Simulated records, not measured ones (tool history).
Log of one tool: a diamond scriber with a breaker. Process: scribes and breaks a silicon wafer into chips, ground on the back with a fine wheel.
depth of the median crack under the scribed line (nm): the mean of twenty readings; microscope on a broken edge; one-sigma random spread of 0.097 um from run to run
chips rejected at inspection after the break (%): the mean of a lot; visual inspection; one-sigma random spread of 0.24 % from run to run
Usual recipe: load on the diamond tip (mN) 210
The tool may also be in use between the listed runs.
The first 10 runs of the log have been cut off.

run,hour,load on the diamond tip (mN),"incoming depth of the damage left on the back of the incoming wafer, um",depth of the median crack under the scribed line (nm),chips rejected at inspection after the break (%)
11,739.8,210,2.92,6650,7.89
# hour 779.8: diamond tip replaced by a new one
12,805.7,210,2.05,6570,4.19
13,842.7,230,2.94,6960,5.63
14,921.2,230,1.71,6960,2.01
15,972.1,230,1.51,6880,2.08
16,1062.7,247,1.67,7190,2.25
17,1155.5,210,2.09,6340,6.27
# hour 1199.1: load on the tip recalibrated
18,1260.2,241,2.95,8040,7.29
# hour 1296.2: diamond tip replaced by a new one
19,1359.7,188,1.93,6210,5.16
20,1440.1,170,2.87,5800,17.93
21,1480,183,2.53,6130,9.68
22,1540.9,166,1.94,5570,15.17
23,1642.1,149,2.93,4820,38.9
# hour 1758.7: diamond tip replaced by a new one
24,1775.8,230,1.79,7370,2.44
25,1823.4,159,2.13,5150,23.17
26,1900.6,155,2.4,4930,30.13
27,1941,161,2.65,5090,27.89
28,1978.3,229,2.31,7120,3.82
29,2042.6,230,2.05,7000,2.72
30,2096.1,264,1.65,7970,3.97
31,2176.3,161,2.84,4850,33.85
# hour 2184.7: diamond tip replaced by a new one
32,2237.9,171,2.24,5230,24.3
33,2310,160,1.91,4720,31.01

Alternative continuations, all from the tool just after run 33; predict every row:
A,2310.7,178,2.61,?,?
B,2310.7,192,2.61,?,?
C,2310.7,271,2.61,?,?

run,depth of the median crack under the scribed line (nm),chips rejected at inspection after the break (%)
A,5400,22.12
B,5820,14.77
C,7980,6.01
Take away the tool's hidden state, keep each run's random variation, and the runs would have read:
run,depth of the median crack under the scribed line (nm),chips rejected at inspection after the break (%)
A,6080,11.39
B,6550,6.97
C,8980,12.59
